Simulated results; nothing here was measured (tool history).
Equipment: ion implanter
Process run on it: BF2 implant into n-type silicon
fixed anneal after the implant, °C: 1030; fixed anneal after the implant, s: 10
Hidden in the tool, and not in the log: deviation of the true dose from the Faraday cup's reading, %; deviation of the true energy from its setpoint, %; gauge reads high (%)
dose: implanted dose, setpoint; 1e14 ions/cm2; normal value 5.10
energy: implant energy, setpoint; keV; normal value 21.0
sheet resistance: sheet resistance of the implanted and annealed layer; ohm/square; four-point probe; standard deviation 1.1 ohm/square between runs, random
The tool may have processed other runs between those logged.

| run | day | dose | energy | wafers since the last listed run | hours since the last dose calibration | hours since the extraction supply was calibrated | hours since the gauge calibration | read-back reference wafer on the same gauge, sheet resistance | sheet resistance |
|---|---|---|---|---|---|---|---|---|---|
| 1 | 0.000 | 5.10 | 26.5 | 0 | 101.1 | 2530.4 | 489.7 | 274.85 | 232.92 |
| 2 | 0.888 | 5.10 | 26.5 | 351 | 122.4 | 2551.7 | 511.0 | 275.48 | 235.31 |
| 3 | 2.321 | 5.10 | 21.0 | 567 | 156.8 | 2586.1 | 545.4 | 275.12 | 245.49 |
| 4 | 2.900 | 5.10 | 21.0 | 229 | 170.7 | 2600.0 | 559.3 | 275.10 | 247.05 |
| 5 | 3.446 | 5.10 | 21.0 | 216 | 183.8 | 2613.1 | 572.4 | 275.56 | 245.93 |
| 6 | 4.892 | 5.10 | 21.0 | 572 | 218.5 | 2647.8 | 607.1 | 275.58 | 245.67 |
| 7 | 6.267 | 5.10 | 21.0 | 544 | 251.5 | 2680.8 | 640.1 | 275.17 | 247.47 |
| 8 | 7.446 | 5.50 | 21.0 | 467 | 279.8 | 2709.1 | 668.4 | 274.96 | 232.46 |
| 9 | 8.433 | 5.50 | 21.0 | 391 | 303.5 | 2732.8 | 692.1 | 275.02 | 233.17 |
| 10 | 9.696 | 4.72 | 18.0 | 500 | 333.8 | 2763.1 | 722.4 | 274.89 | 270.54 |
| 11 | 10.671 | 4.72 | 18.0 | 386 | 357.2 | 2786.5 | 745.8 | 275.10 | 271.15 |
| 12 | 11.183 | 4.72 | 18.0 | 203 | 369.5 | 2798.8 | 758.1 | 275.40 | 271.75 |
| 13 | 12.079 | 5.10 | 21.0 | 354 | 391.0 | 2820.3 | 779.6 | 275.58 | 246.03 |
| 14 | 12.600 | 5.10 | 21.0 | 206 | 403.5 | 2832.8 | 792.1 | 274.86 | 247.95 |
| 15 | 13.196 | 4.56 | 25.0 | 236 | 417.8 | 2847.1 | 806.4 | 275.31 | 264.07 |
| 16 | 14.150 | 4.56 | 25.0 | 378 | 440.7 | 2870.0 | 829.3 | 275.32 | 263.08 |
| 17 | 15.192 | 6.02 | 14.5 | 412 | 465.7 | 2895.0 | 854.3 | 275.45 | 243.11 |
|  | 16.800 | gauge calibrated |
| 18 | 16.983 | 5.71 | 25.5 | 709 | 508.7 | 2938.0 | 4.4 | 274.99 | 220.69 |
| 19 | 18.196 | 5.10 | 16.5 | 480 | 537.8 | 2967.1 | 33.5 | 275.23 | 262.49 |
| 20 | 19.158 | 6.11 | 15.0 | 381 | 560.9 | 2990.2 | 56.6 | 275.06 | 241.33 |
| 21 | 20.571 | 4.56 | 25.0 | 559 | 594.8 | 3024.1 | 90.5 | 275.01 | 266.46 |
|  | 21.012 | Faraday cup replaced and dose calibrated |
| 22 | 21.958 | 5.10 | 25.0 | 417 | 22.7 | 3057.4 | 123.8 | 274.67 | 234.45 |
| 23 | 23.175 | 5.10 | 27.0 | 482 | 51.9 | 3086.6 | 153.0 | 275.10 | 231.76 |
| 24 | 24.254 | 5.10 | 19.0 | 427 | 77.8 | 3112.5 | 178.9 | 274.52 | 248.58 |
| 25 | 25.146 | 4.26 | 18.5 | 353 | 99.2 | 3133.9 | 200.3 | 274.99 | 285.98 |
|  | 26.342 | extraction supply calibrated |
| 26 | 26.567 | 5.70 | 14.0 | 430 | 133.3 | 5.4 | 234.4 | 274.82 | 252.46 |
| 27 | 27.200 | 5.10 | 21.0 | 250 | 148.5 | 20.6 | 249.6 | 275.19 | 244.55 |
| 28 | 27.958 | 5.10 | 21.0 | 300 | 166.7 | 38.8 | 267.8 | 274.47 | 243.83 |
| 29 | 28.675 | 5.10 | 27.5 | 283 | 183.9 | 56.0 | 285.0 | 274.71 | 232.98 |
| 30 | 29.746 | 6.30 | 26.5 | 424 | 209.6 | 81.7 | 310.7 | 274.87 | 201.45 |
| 31 | 31.008 | 4.30 | 21.0 | 500 | 239.9 | 112.0 | 341.0 | 274.90 | 278.59 |
| 32 | 31.588 | 4.41 | 21.0 | 229 | 253.8 | 125.9 | 354.9 | 275.55 | 274.47 |
| 33 | 32.604 | 4.57 | 21.0 | 402 | 278.2 | 150.3 | 379.3 | 274.99 | 267.68 |
| 34 | 33.842 | 5.10 | 21.0 | 490 | 307.9 | 180.0 | 409.0 | 274.45 | 247.69 |
| 35 | 34.638 | 5.10 | 14.5 | 315 | 327.0 | 199.1 | 428.1 | 275.40 | 268.90 |
| 36 | 35.938 | 4.37 | 27.0 | 515 | 358.2 | 230.3 | 459.3 | 275.15 | 269.07 |

Some steps in sheet resistance between neighbouring runs. How much of each would the tool show without its hidden state too (settings, what came in, random variation), and how much is left for the hidden state, with any gauge scatter that isn't in both results?
Run 16 -> 17: dose 4.56 -> 6.02, energy 25.0 -> 14.5. sheet resistance -19.97 ohm/square: hidden state -2.70, all else -17.27.
Run 18 -> 19: dose 5.71 -> 5.10, energy 25.5 -> 16.5. sheet resistance +41.80 ohm/square: hidden state +1.04, all else +40.76.
Run 20 -> 21: dose 6.11 -> 4.56, energy 15.0 -> 25.0. sheet resistance +25.13 ohm/square: hidden state +4.63, all else +20.50.
Run 21 -> 22: dose 4.56 -> 5.10, Faraday cup replaced and dose calibrated. sheet resistance -32.01 ohm/square: hidden state -11.16, all else -20.85.
Run 24 -> 25: dose 5.10 -> 4.26, energy 19.0 -> 18.5. sheet resistance +37.40 ohm/square: hidden state +0.76, all else +36.64.
Run 30 -> 31: dose 6.30 -> 4.30, energy 26.5 -> 21.0. sheet resistance +77.14 ohm/square: hidden state +2.11, all else +75.03.

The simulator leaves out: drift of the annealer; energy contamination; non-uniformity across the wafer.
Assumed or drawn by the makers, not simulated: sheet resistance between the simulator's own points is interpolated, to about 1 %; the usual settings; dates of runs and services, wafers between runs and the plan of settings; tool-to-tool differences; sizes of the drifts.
